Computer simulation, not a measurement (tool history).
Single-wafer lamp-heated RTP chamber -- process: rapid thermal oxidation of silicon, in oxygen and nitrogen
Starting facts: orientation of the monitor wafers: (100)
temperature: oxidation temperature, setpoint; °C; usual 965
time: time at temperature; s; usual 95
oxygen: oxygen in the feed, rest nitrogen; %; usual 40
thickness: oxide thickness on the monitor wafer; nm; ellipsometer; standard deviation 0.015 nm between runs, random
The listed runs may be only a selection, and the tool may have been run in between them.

run     day  temperature  time  oxygen  read-back reference wafer on the same gauge, thickness  thickness
  1   0.000          965   121      60                                                   4.371      5.121
  2   3.512          946    95      54                                                   4.372      3.907
  3   5.658          946    95      54                                                   4.369      3.920
  4   7.371          965   108      20                                                   4.371      3.527
  5  11.267          965   108      20                                                   4.368      3.550
  6  15.479          965    95      58                                                   4.368      4.655
     16.175  -- gauge calibrated
  7  18.838          965    95      58                                                   4.369      4.645
  8  21.821          965    95      58                                                   4.370      4.694
  9  25.092          976    95      55                                                   4.372      4.979
 10  27.454          965    72      40                                                   4.369      3.727
     29.221  -- pyrometer window cleaned and pyrometer calibrated
 11  31.004          965    95      70                                                   4.364      4.795
     32.675  -- oxygen flow controller replaced
 12  33.075          965    95      40                                                   4.373      4.025
 13  35.271          937    95      56                                                   4.369      3.702
 14  39.508          976    62      51                                                   4.371      3.954
 15  44.092          941    95      26                                                   4.369      3.130
 16  48.017          937   125      68                                                   4.367      4.418
 17  50.396          965    95      17                                                   4.375      3.222
 18  51.979          965   133      17                                                   4.367      3.636

Forecast each of these 3 alternatives for the next run:
  A  52.000          965   116      40                                                       ?          ?
  B  52.000          982   121      19                                                       ?          ?
  C  52.000          955    50      40                                                       ?          ?

run  read-back reference wafer on the same gauge, thickness  thickness
  A                                                   4.370      4.427
  B                                                   4.370      4.016
  C                                                   4.370      3.035
With no hidden state in the tool, these same runs would have given:
run  thickness
  A      4.306
  B      3.916
  C      2.973
